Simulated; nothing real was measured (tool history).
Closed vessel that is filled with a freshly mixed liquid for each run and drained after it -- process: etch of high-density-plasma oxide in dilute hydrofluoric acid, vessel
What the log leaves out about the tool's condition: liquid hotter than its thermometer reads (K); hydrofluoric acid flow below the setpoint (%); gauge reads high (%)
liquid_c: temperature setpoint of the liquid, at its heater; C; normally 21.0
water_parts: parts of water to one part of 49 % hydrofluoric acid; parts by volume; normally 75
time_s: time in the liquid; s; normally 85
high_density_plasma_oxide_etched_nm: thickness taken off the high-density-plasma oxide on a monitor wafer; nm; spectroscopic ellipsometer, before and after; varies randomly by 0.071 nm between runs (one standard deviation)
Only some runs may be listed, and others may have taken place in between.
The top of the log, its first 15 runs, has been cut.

| run | hour | liquid_c | water_parts | time_s | wafers since the last listed run | hours since the thermometer was replaced | hours since the hydrofluoric acid flow meter was replaced | hours since the gauge calibration | read-back film thickness of the high-density-plasma oxide reference wafer, read on the same gauge (nm) | high_density_plasma_oxide_etched_nm |
|---|---|---|---|---|---|---|---|---|---|---|
| 16 | 359.0 | 23.0 | 100 | 125 | 2926 | 37.4 | 1634.9 | 121.1 | 59.97 | 10.62 |
| 17 | 377.4 | 18.0 | 55 | 115 | 2576 | 55.8 | 1653.3 | 139.5 | 60.03 | 15.27 |
| 18 | 395.6 | 21.0 | 95 | 35 | 2548 | 74.0 | 1671.5 | 157.7 | 60.02 | 2.90 |
| 19 | 421.0 | 25.0 | 75 | 50 | 3556 | 99.4 | 1696.9 | 183.1 | 59.98 | 6.33 |
| 20 | 436.3 | 18.0 | 110 | 100 | 2142 | 114.7 | 1712.2 | 198.4 | 60.03 | 6.26 |
|  | 441.7 | hydrofluoric acid flow meter replaced |
| 21 | 470.6 | 21.0 | 45 | 85 | 4662 | 149.0 | 28.9 | 232.7 | 60.02 | 15.92 |
| 22 | 484.5 | 17.5 | 100 | 85 | 1946 | 162.9 | 42.8 | 246.6 | 60.04 | 5.67 |
| 23 | 513.1 | 21.0 | 105 | 85 | 4004 | 191.5 | 71.4 | 275.2 | 60.03 | 6.33 |
| 24 | 533.2 | 19.5 | 75 | 105 | 2814 | 211.6 | 91.5 | 295.3 | 60.03 | 10.78 |
| 25 | 556.8 | 21.0 | 75 | 70 | 3304 | 235.2 | 115.1 | 318.9 | 60.00 | 7.50 |
| 26 | 569.3 | 21.0 | 75 | 45 | 1750 | 247.7 | 127.6 | 331.4 | 59.98 | 4.88 |
| 27 | 589.9 | 24.5 | 75 | 85 | 2884 | 268.3 | 148.2 | 352.0 | 59.99 | 10.66 |
| 28 | 611.8 | 21.0 | 75 | 85 | 3066 | 290.2 | 170.1 | 373.9 | 60.00 | 9.08 |
| 29 | 688.0 | 21.0 | 75 | 85 | 10668 | 366.4 | 246.3 | 450.1 | 60.05 | 9.26 |
| 30 | 715.8 | 24.0 | 45 | 35 | 3892 | 394.2 | 274.1 | 477.9 | 60.04 | 7.40 |
| 31 | 786.8 | 17.0 | 100 | 55 | 9940 | 465.2 | 345.1 | 548.9 | 59.98 | 3.71 |
| 32 | 847.8 | 21.0 | 75 | 35 | 8540 | 526.2 | 406.1 | 609.9 | 59.98 | 3.82 |

What if the next run were any one of these 4? Each begins from the tool's condition after run 32:
| A | 848.5 | 21.0 | 75 | 120 | 98 | 526.9 | 406.8 | 610.6 | ? | ? |
| B | 848.5 | 17.0 | 75 | 105 | 98 | 526.9 | 406.8 | 610.6 | ? | ? |
| C | 848.5 | 21.0 | 85 | 110 | 98 | 526.9 | 406.8 | 610.6 | ? | ? |
| D | 848.5 | 21.0 | 75 | 50 | 98 | 526.9 | 406.8 | 610.6 | ? | ? |

| run | read-back film thickness of the high-density-plasma oxide reference wafer, read on the same gauge (nm) | high_density_plasma_oxide_etched_nm |
|---|---|---|
| A | 60.00 | 13.37 |
| B | 60.00 | 9.90 |
| C | 60.00 | 10.68 |
| D | 60.00 | 5.57 |
What these runs would have given with no unlogged condition in the tool:
| run | high_density_plasma_oxide_etched_nm |
|---|---|
| A | 12.85 |
| B | 9.50 |
| C | 10.27 |
| D | 5.35 |

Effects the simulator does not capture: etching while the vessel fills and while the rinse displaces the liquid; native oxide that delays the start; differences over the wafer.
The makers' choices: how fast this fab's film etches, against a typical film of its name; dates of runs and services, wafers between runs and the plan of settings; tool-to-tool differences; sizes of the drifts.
